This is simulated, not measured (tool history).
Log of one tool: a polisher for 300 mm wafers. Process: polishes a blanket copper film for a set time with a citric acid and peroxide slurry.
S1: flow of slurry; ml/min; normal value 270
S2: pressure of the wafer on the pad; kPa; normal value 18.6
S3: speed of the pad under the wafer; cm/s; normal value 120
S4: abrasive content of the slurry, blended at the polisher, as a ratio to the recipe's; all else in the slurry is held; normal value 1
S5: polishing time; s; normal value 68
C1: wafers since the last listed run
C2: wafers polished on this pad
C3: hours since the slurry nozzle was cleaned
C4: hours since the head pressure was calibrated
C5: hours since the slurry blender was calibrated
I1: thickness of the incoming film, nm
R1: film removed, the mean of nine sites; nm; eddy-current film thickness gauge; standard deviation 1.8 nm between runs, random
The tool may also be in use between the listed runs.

| run | hour | S1 | S2 | S3 | S4 | S5 | C1 | C2 | C3 | C4 | C5 | I1 | R1 |
|---|---|---|---|---|---|---|---|---|---|---|---|---|---|
| 1 | 0 | 270 | 18.6 | 120 | 1 | 68 | 0 | 343 | 281.3 | 461.1 | 130.8 | 998.3 | 187.2 |
| 2 | 73 | 270 | 18.6 | 120 | 1 | 68 | 512 | 855 | 354.3 | 534.1 | 203.8 | 1005.1 | 179.3 |
|  | 77.1 | head pressure recalibrated |
| 3 | 139.3 | 270 | 18.6 | 120 | 1 | 68 | 451 | 1306 | 420.6 | 62.2 | 270.1 | 993.5 | 189.8 |
| 4 | 225.7 | 270 | 18.6 | 120 | 1 | 68 | 606 | 1913 | 507 | 148.6 | 356.5 | 987.6 | 192.4 |
| 5 | 279.1 | 270 | 18.6 | 120 | 1 | 68 | 374 | 2288 | 560.4 | 202 | 409.9 | 994.6 | 189.2 |
|  | 341.3 | slurry blender recalibrated |
| 6 | 378.1 | 270 | 18.6 | 120 | 1 | 68 | 680 | 2968 | 659.4 | 301 | 36.8 | 987.8 | 189.9 |
|  | 392.1 | worn pad replaced by a new one |
| 7 | 416.7 | 270 | 18.6 | 120 | 1 | 68 | 242 | 172 | 698 | 339.6 | 75.4 | 1000 | 187 |
| 8 | 497.3 | 270 | 18.6 | 120 | 1 | 68 | 565 | 738 | 778.6 | 420.2 | 156 | 1000.4 | 183.1 |
|  | 515.4 | slurry nozzle cleaned |
| 9 | 551.6 | 270 | 18.6 | 120 | 1 | 68 | 374 | 1112 | 36.2 | 474.5 | 210.3 | 1012.6 | 182.9 |
|  | 569.1 | head pressure recalibrated |
| 10 | 610.7 | 270 | 18.6 | 120 | 1 | 68 | 400 | 1513 | 95.3 | 41.6 | 269.4 | 986 | 178.3 |
| 11 | 657.3 | 270 | 18.6 | 120 | 1 | 68 | 327 | 1840 | 141.9 | 88.2 | 316 | 994.4 | 179.4 |
| 12 | 742.7 | 270 | 18.6 | 120 | 1 | 68 | 599 | 2439 | 227.3 | 173.6 | 401.4 | 1009.7 | 177.6 |
|  | 813.6 | worn pad replaced by a new one |
| 13 | 833.3 | 270 | 18.6 | 120 | 1 | 68 | 607 | 138 | 317.9 | 264.2 | 492 | 1002.8 | 178.3 |
|  | 862.8 | slurry blender recalibrated |
| 14 | 882.3 | 270 | 18.6 | 120 | 1 | 68 | 329 | 468 | 366.9 | 313.2 | 19.5 | 985.4 | 172.3 |
| 15 | 965.7 | 200 | 18.6 | 120 | 1 | 68 | 585 | 1053 | 450.3 | 396.6 | 102.9 | 1015.2 | 169.2 |
| 16 | 1043.1 | 270 | 18.6 | 120 | 1 | 68 | 543 | 1597 | 527.7 | 474 | 180.3 | 1001.8 | 175.1 |
|  | 1050.7 | head pressure recalibrated, repeated, since the last time left the tool worse |
| 17 | 1103.1 | 270 | 15.2 | 120 | 1.25 | 68 | 407 | 2004 | 587.7 | 52.4 | 240.3 | 1008.9 | 172 |
| 18 | 1193 | 240 | 18.6 | 138 | 1 | 79 | 631 | 2635 | 677.6 | 142.3 | 330.2 | 993.1 | 254.5 |
|  | 1215.3 | slurry nozzle cleaned |
|  | 1216.9 | worn pad replaced by a new one |
| 19 | 1263.1 | 180 | 18.6 | 120 | 1 | 86 | 473 | 324 | 47.8 | 212.4 | 400.3 | 984 | 222 |
| 20 | 1350.3 | 270 | 18.6 | 120 | 1 | 68 | 612 | 936 | 135 | 299.6 | 487.5 | 994 | 189.9 |
|  | 1353.8 | slurry blender recalibrated |
| 21 | 1453.4 | 270 | 18.6 | 120 | 1 | 68 | 709 | 1645 | 238.1 | 402.7 | 99.6 | 995.3 | 187 |
|  | 1582.7 | head pressure recalibrated |
| 22 | 1590.3 | 270 | 12.4 | 120 | 1 | 68 | 946 | 2592 | 375 | 7.6 | 236.5 | 1015.6 | 152.9 |

Forecast run 23:
|  | 1638 | worn pad replaced by a new one |
| 23 | 1668.1 | 205 | 18.6 | 120 | 1 | 68 | 517 | 211 | 452.8 | 85.4 | 314.3 | 998.7 | ? |

R1: 182.5 nm
With no hidden state in the tool, this same run would have given R1 182.4 nm.

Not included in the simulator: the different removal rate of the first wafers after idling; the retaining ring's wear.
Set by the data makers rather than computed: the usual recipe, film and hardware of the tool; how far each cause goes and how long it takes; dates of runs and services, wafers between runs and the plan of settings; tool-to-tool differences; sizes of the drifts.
